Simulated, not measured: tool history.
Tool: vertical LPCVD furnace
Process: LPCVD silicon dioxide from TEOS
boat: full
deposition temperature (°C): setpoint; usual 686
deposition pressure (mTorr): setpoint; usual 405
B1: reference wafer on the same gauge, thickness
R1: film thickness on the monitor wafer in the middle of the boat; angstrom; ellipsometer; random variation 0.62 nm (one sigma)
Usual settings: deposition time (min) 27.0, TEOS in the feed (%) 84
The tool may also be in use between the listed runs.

Run 1, hour 0.0: usual settings; B1 152.15. Result: R1 1775.4 angstrom.
Run 2, hour 55.6: usual settings; B1 152.02. Result: R1 1774.1 angstrom.
Run 3, hour 120.9: usual settings; B1 152.08. Result: R1 1762.1 angstrom.
Run 4, hour 174.1: usual settings; B1 152.09. Result: R1 1765.6 angstrom.
Run 5, hour 248.7: usual settings; B1 151.99. Result: R1 1777.8 angstrom.
Run 6, hour 373.1: usual settings but deposition pressure (mTorr) 350; B1 152.09. Result: R1 1632.2 angstrom.
Run 7, hour 401.4: usual settings but deposition pressure (mTorr) 350; B1 152.00. Result: R1 1688.1 angstrom.
Run 8, hour 441.8: usual settings but deposition pressure (mTorr) 350; B1 152.01. Result: R1 1686.5 angstrom.
Run 9, hour 479.2: usual settings but deposition temperature (°C) 678; B1 152.09. Result: R1 1491.1 angstrom.
Run 10, hour 549.6: usual settings but deposition pressure (mTorr) 430, TEOS in the feed (%) 94; B1 151.87. Result: R1 1961.3 angstrom.
Run 11, hour 621.2: usual settings; B1 152.00. Result: R1 1800.5 angstrom.
Run 12, hour 708.8: usual settings but TEOS in the feed (%) 96; B1 151.91. Result: R1 1930.5 angstrom.
Run 13, hour 814.0: usual settings but deposition temperature (°C) 677, deposition time (min) 32.5, TEOS in the feed (%) 95; B1 151.89. Result: R1 1844.9 angstrom.
Run 14, hour 887.8: usual settings but deposition pressure (mTorr) 320; B1 152.00. Result: R1 1577.9 angstrom.
Run 15, hour 966.4: usual settings; B1 151.90. Result: R1 1780.9 angstrom.
Run 16, hour 1053.9: usual settings but deposition time (min) 31.5; B1 152.12. Result: R1 2081.9 angstrom.
Run 17, hour 1107.4: usual settings; B1 151.87. Result: R1 1780.9 angstrom.
Run 18, hour 1159.1: usual settings but deposition temperature (°C) 690, deposition pressure (mTorr) 360, deposition time (min) 22.5, TEOS in the feed (%) 94; B1 152.01. Result: R1 1620.1 angstrom.

Taken out of this log: 4 entries between the listed runs. Where each belongs, and how the hidden state differs across it:
Between runs 5 and 6: thermocouples replaced and temperature profile calibrated (hour 356.0); TEOS flow controller replaced (hour 372.6)
  true pressure minus gauge reading, mTorr: -18.2 -> -18.4
  measured less the result without the state, R1: -41.2 -> -44.8 angstrom
Between runs 6 and 7: pressure gauge zeroed (hour 400.9)
  true pressure minus gauge reading, mTorr: -18.4 -> 0.983
  measured less the result without the state, R1: -44.8 -> +2.4 angstrom
Between runs 10 and 11: gauge calibrated (hour 559.8)
  true pressure minus gauge reading, mTorr: -3.42 -> -5.21
  measured less the result without the state, R1: -7.8 -> -11.7 angstrom
